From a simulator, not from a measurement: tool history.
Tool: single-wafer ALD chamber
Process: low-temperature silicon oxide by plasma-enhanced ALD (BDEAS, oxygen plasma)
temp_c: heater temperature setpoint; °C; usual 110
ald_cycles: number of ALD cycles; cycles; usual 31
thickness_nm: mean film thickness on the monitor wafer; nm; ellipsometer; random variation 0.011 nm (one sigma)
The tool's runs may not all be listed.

| run | hour | temp_c | ald_cycles | wafers since the last listed run | hours since the last thermocouple change | hours since the gauge calibration | read-back reference wafer on the same gauge, thickness_nm | thickness_nm |
|---|---|---|---|---|---|---|---|---|
| 1 | 0.0 | 110 | 31 | 0 | 2382.3 | 335.7 | 3.909 | 4.236 |
| 2 | 18.2 | 110 | 31 | 122 | 2400.5 | 353.9 | 3.906 | 4.237 |
| 3 | 53.1 | 110 | 34 | 235 | 2435.4 | 388.8 | 3.908 | 4.668 |
| 4 | 88.5 | 110 | 34 | 238 | 2470.8 | 424.2 | 3.900 | 4.675 |
| 5 | 112.4 | 110 | 31 | 161 | 2494.7 | 448.1 | 3.902 | 4.227 |
| 6 | 143.1 | 110 | 31 | 206 | 2525.4 | 478.8 | 3.901 | 4.219 |
| 7 | 169.7 | 110 | 31 | 179 | 2552.0 | 505.4 | 3.899 | 4.231 |
| 8 | 192.9 | 110 | 31 | 156 | 2575.2 | 528.6 | 3.898 | 4.229 |
| 9 | 226.1 | 110 | 31 | 223 | 2608.4 | 561.8 | 3.899 | 4.248 |
| 10 | 243.1 | 110 | 31 | 114 | 2625.4 | 578.8 | 3.896 | 4.241 |
| 11 | 324.5 | 110 | 31 | 548 | 2706.8 | 660.2 | 3.894 | 4.216 |
|  | 361.5 | thermocouple changed; heater temperature recalibrated |
| 12 | 362.0 | 110 | 31 | 198 | 0.5 | 697.7 | 3.892 | 4.228 |
| 13 | 368.2 | 110 | 31 | 41 | 6.7 | 703.9 | 3.893 | 4.228 |
| 14 | 394.8 | 110 | 31 | 179 | 33.3 | 730.5 | 3.892 | 4.213 |
|  | 402.7 | gauge calibrated |
| 15 | 420.5 | 125 | 27 | 173 | 59.0 | 17.8 | 3.938 | 3.620 |
| 16 | 443.0 | 120 | 26 | 151 | 81.5 | 40.3 | 3.931 | 3.523 |
| 17 | 477.3 | 110 | 31 | 231 | 115.8 | 74.6 | 3.922 | 4.257 |
| 18 | 498.7 | 122 | 35 | 144 | 137.2 | 96.0 | 3.920 | 4.693 |
| 19 | 517.4 | 120 | 26 | 126 | 155.9 | 114.7 | 3.912 | 3.498 |
| 20 | 543.1 | 125 | 26 | 173 | 181.6 | 140.4 | 3.910 | 3.458 |
| 21 | 628.6 | 110 | 35 | 576 | 267.1 | 225.9 | 3.897 | 4.785 |
| 22 | 644.9 | 123 | 34 | 109 | 283.4 | 242.2 | 3.893 | 4.554 |
| 23 | 657.4 | 110 | 36 | 84 | 295.9 | 254.7 | 3.893 | 4.926 |
| 24 | 722.6 | 105 | 28 | 439 | 361.1 | 319.9 | 3.887 | 3.826 |
| 25 | 748.5 | 110 | 31 | 174 | 387.0 | 345.8 | 3.883 | 4.207 |
| 26 | 781.4 | 97 | 26 | 221 | 419.9 | 378.7 | 3.880 | 3.613 |
| 27 | 828.7 | 101 | 26 | 318 | 467.2 | 426.0 | 3.879 | 3.584 |
| 28 | 858.8 | 119 | 34 | 202 | 497.3 | 456.1 | 3.878 | 4.544 |

4 ways to go on from here, each from the tool as it stands after run 28. What would each give?
| A | 859.3 | 110 | 31 | 3 | 497.8 | 456.6 | ? | ? |
| B | 859.3 | 96 | 34 | 3 | 497.8 | 456.6 | ? | ? |
| C | 859.3 | 104 | 36 | 3 | 497.8 | 456.6 | ? | ? |
| D | 859.3 | 114 | 36 | 3 | 497.8 | 456.6 | ? | ? |

| run | read-back reference wafer on the same gauge, thickness_nm | thickness_nm |
|---|---|---|
| A | 3.876 | 4.196 |
| B | 3.876 | 4.726 |
| C | 3.876 | 4.920 |
| D | 3.876 | 4.841 |
Without the tool's hidden state the same runs would have given:
| run | thickness_nm |
|---|---|
| A | 4.286 |
| B | 4.827 |
| C | 5.026 |
| D | 4.945 |
